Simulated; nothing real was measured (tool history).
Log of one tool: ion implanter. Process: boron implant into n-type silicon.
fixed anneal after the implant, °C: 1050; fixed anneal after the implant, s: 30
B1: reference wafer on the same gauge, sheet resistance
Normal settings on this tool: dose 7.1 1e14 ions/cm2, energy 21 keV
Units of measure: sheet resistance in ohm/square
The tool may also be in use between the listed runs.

run 1 hour=0 | dose=8.14 energy=21 | B1=151 | sheet_resistance=165.45
run 2 hour=14.8 | dose=7.1 energy=22.5 | B1=150.91 | sheet_resistance=184.44
run 3 hour=32 | dose=7.1 energy=21 | B1=151.01 | sheet_resistance=186.51
run 4 hour=53.2 | dose=8.42 energy=21 | B1=151 | sheet_resistance=161.28
run 5 hour=72 | dose=8.42 energy=21 | B1=151 | sheet_resistance=161.17
run 6 hour=94.9 | dose=7.1 energy=21 | B1=150.97 | sheet_resistance=186.23
-- hour=97.9 gauge calibrated
run 7 hour=112 | dose=7.1 energy=21 | B1=151.1 | sheet_resistance=186.68
run 8 hour=124 | dose=8.99 energy=16.5 | B1=150.97 | sheet_resistance=155.53
-- hour=138.7 extraction supply calibrated
run 9 hour=142.2 | dose=7.1 energy=25 | B1=150.98 | sheet_resistance=183.23
run 10 hour=165.4 | dose=6.46 energy=25.5 | B1=150.98 | sheet_resistance=198.2
run 11 hour=199.4 | dose=7.1 energy=21 | B1=150.96 | sheet_resistance=186.28
-- hour=221.3 Faraday cup replaced and dose calibrated
run 12 hour=221.8 | dose=8.99 energy=16.5 | B1=151.14 | sheet_resistance=148.35
run 13 hour=243.4 | dose=9.19 energy=21 | B1=151.06 | sheet_resistance=143.32
run 14 hour=278.3 | dose=8.84 energy=16 | B1=150.91 | sheet_resistance=151.77

Selected run-to-run steps in sheet resistance, each split into two signed amounts: the part the tool would show with no hidden state at all (from settings, incoming material and random variation), and the remainder, which goes to the hidden state together with any gauge scatter not common to the measured and the hidden-state-free results:
Hidden conditions of the tool in this case: deviation of the true dose from the Faraday cup's reading, %; deviation of the true energy from its setpoint, %; gauge reads high (%).
Run 11 -> 12: dose 7.1 -> 8.99, energy 21 -> 16.5, Faraday cup replaced and dose calibrated. sheet resistance -37.93 ohm/square: hidden state -7.98, all else -29.95.

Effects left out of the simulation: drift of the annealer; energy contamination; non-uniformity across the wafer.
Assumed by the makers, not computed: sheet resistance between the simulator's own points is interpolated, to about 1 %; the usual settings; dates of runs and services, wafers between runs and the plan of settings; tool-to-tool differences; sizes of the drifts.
